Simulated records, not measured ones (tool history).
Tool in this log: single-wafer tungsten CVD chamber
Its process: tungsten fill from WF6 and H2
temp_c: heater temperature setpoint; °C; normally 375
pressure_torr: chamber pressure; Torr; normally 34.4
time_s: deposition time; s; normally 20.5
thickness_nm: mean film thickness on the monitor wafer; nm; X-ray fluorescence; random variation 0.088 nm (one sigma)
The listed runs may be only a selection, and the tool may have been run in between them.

run,day,temp_c,pressure_torr,time_s,"read-back reference wafer on the same gauge, thickness_nm",thickness_nm
1,0,375,34.4,20.5,32.596,39.935
# day 3.104: thermocouple changed; heater temperature recalibrated
2,4.017,375,34.4,20.5,32.539,39.862
3,6.567,375,34.4,20.5,32.502,40.022
4,10.871,366,34.4,20.5,32.444,32.177
5,12.721,366,34.4,20.5,32.412,32.031
6,17.567,375,34.4,20.5,32.342,39.601
7,21.088,375,34.4,20.5,32.274,39.498
8,24.179,370,27.9,20.5,32.21,32.056
9,26.596,370,27.9,20.5,32.18,31.938
10,30.183,370,27.9,20.5,32.097,31.856
# day 33.662: gauge calibrated
11,34.412,375,34.4,20.5,32.878,40.342
# day 36.479: showerhead replaced
12,37.642,375,34.4,20.5,32.888,40.465
13,39.696,375,34.4,20.5,32.873,40.415
14,41.608,375,34.4,20.5,32.872,40.292
15,45.642,370,37.4,18.4,32.86,33.252
16,49.262,375,34.4,24,32.84,47.336
17,53.088,375,34.4,20.5,32.824,40.214
18,55.667,381,32.2,22.1,32.814,48.428
# day 56.767: thermocouple changed; heater temperature recalibrated
19,57.867,379,40.9,22.1,32.81,51.563
# day 59.088: capacitance manometer re-zeroed and calibrated
20,59.925,389,31.3,20.5,32.786,53.206
21,62.529,375,34.4,20.5,32.766,40.259
22,65.983,389,27.7,22.6,32.748,55.422
23,68.883,375,34.4,21.9,32.709,43.027
24,72.275,362,27.4,21.7,32.688,27.885
25,75.908,363,37.1,18.8,32.638,28.39
26,79.417,375,34.4,20.5,32.607,39.973

Forecast each of these 3 alternatives for the next run:
A,79.433,380,34.4,20.5,?,?
B,79.433,375,39.2,18.1,?,?
C,79.433,364,34.4,20.5,?,?

run,"read-back reference wafer on the same gauge, thickness_nm",thickness_nm
A,32.611,44.812
B,32.611,37.299
C,32.611,30.525
Had the tool no hidden state, the same runs would have come out as:
run,thickness_nm
A,45.077
B,37.52
C,30.705
